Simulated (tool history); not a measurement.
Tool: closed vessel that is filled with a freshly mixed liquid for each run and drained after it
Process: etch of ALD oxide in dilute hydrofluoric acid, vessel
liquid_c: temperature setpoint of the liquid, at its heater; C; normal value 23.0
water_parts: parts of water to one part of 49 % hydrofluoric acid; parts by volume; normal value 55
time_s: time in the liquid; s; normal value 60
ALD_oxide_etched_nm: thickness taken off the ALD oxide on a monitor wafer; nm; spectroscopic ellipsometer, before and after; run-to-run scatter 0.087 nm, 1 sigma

run	hour	liquid_c	water_parts	time_s	wafers since the last listed run	hours since the thermometer was replaced	hours since the hydrofluoric acid flow meter was replaced	hours since the gauge calibration	read-back film thickness of the ALD oxide reference wafer, read on the same gauge (nm)	ALD_oxide_etched_nm
1	0.0	23.0	70	60	0	372.8	104.1	1384.6	90.01	8.16
2	64.4	23.0	70	60	7804	437.2	168.5	1449.0	89.97	7.97
3	95.8	23.0	55	60	3805	468.6	199.9	1480.4	90.01	10.30
4	139.9	23.0	60	60	5344	512.7	244.0	1524.5	89.98	9.61
5	176.1	23.0	60	60	4387	548.9	280.2	1560.7	89.95	9.49
6	213.8	23.0	60	60	4568	586.6	317.9	1598.4	90.00	9.49
7	276.5	21.5	55	60	7598	649.3	380.6	1661.1	90.02	9.75
8	321.8	23.0	65	60	5489	694.6	425.9	1706.4	90.00	8.64
9	381.0	23.0	55	35	7174	753.8	485.1	1765.6	89.99	6.11
10	426.0	19.5	55	40	5453	798.8	530.1	1810.6	89.98	5.94
11	464.7	23.0	35	60	4690	837.5	568.8	1849.3	90.01	16.75
12	513.8	20.0	75	60	5950	886.6	617.9	1898.4	89.99	6.59
# hour 540.7: gauge calibrated
13	565.2	20.0	75	60	6229	938.0	669.3	24.5	90.01	6.70
14	590.5	23.0	45	60	3066	963.3	694.6	49.8	89.97	12.91
15	716.9	23.0	45	60	15318	1089.7	821.0	176.2	90.00	12.95
16	757.2	23.0	45	60	4883	1130.0	861.3	216.5	90.03	12.75
# hour 846.9: hydrofluoric acid flow meter replaced
17	859.9	26.5	55	70	12325	1232.7	13.0	319.2	90.00	14.11
18	891.4	25.5	75	35	3817	1264.2	44.5	350.7	89.98	4.79
19	919.2	23.0	55	40	3369	1292.0	72.3	378.5	89.99	6.98
20	944.9	18.0	55	90	3114	1317.7	98.0	404.2	90.00	12.55
21	973.1	23.0	55	50	3417	1345.9	126.2	432.4	90.00	8.69
22	1015.4	23.0	55	60	5126	1388.2	168.5	474.7	90.03	10.41
23	1082.1	23.0	55	60	8083	1454.9	235.2	541.4	89.97	10.42
24	1111.1	23.0	40	45	3514	1483.9	264.2	570.4	89.98	10.99
25	1182.6	24.5	55	60	8665	1555.4	335.7	641.9	90.00	11.00
# hour 1275.7: thermometer replaced
26	1370.8	19.0	65	30	22686	95.1	523.9	830.1	89.98	3.68
27	1429.3	23.0	55	60	7089	153.6	582.4	888.6	90.02	10.36
28	1457.8	23.0	55	60	3453	182.1	610.9	917.1	90.04	10.40
29	1521.8	26.0	45	75	7756	246.1	674.9	981.1	90.00	18.45
30	1589.9	23.0	55	60	8253	314.2	743.0	1049.2	89.99	10.43
31	1658.5	26.5	55	70	8313	382.8	811.6	1117.8	89.98	13.85
32	1692.3	19.5	45	35	4096	416.6	845.4	1151.6	89.97	6.52

What if the next run were any one of these 4? Each begins from the tool's condition after run 32:
A	1693.0	23.0	55	60	84	417.3	846.1	1152.3	?	?
B	1693.0	21.5	30	80	84	417.3	846.1	1152.3	?	?
C	1693.0	20.0	30	75	84	417.3	846.1	1152.3	?	?
D	1693.0	23.0	45	45	84	417.3	846.1	1152.3	?	?

run	read-back film thickness of the ALD oxide reference wafer, read on the same gauge (nm)	ALD_oxide_etched_nm
A	89.98	10.41
B	89.98	24.67
C	89.98	21.68
D	89.98	9.67
What these runs would have given with no unlogged condition in the tool:
run	ALD_oxide_etched_nm
A	10.41
B	24.67
C	21.68
D	9.67
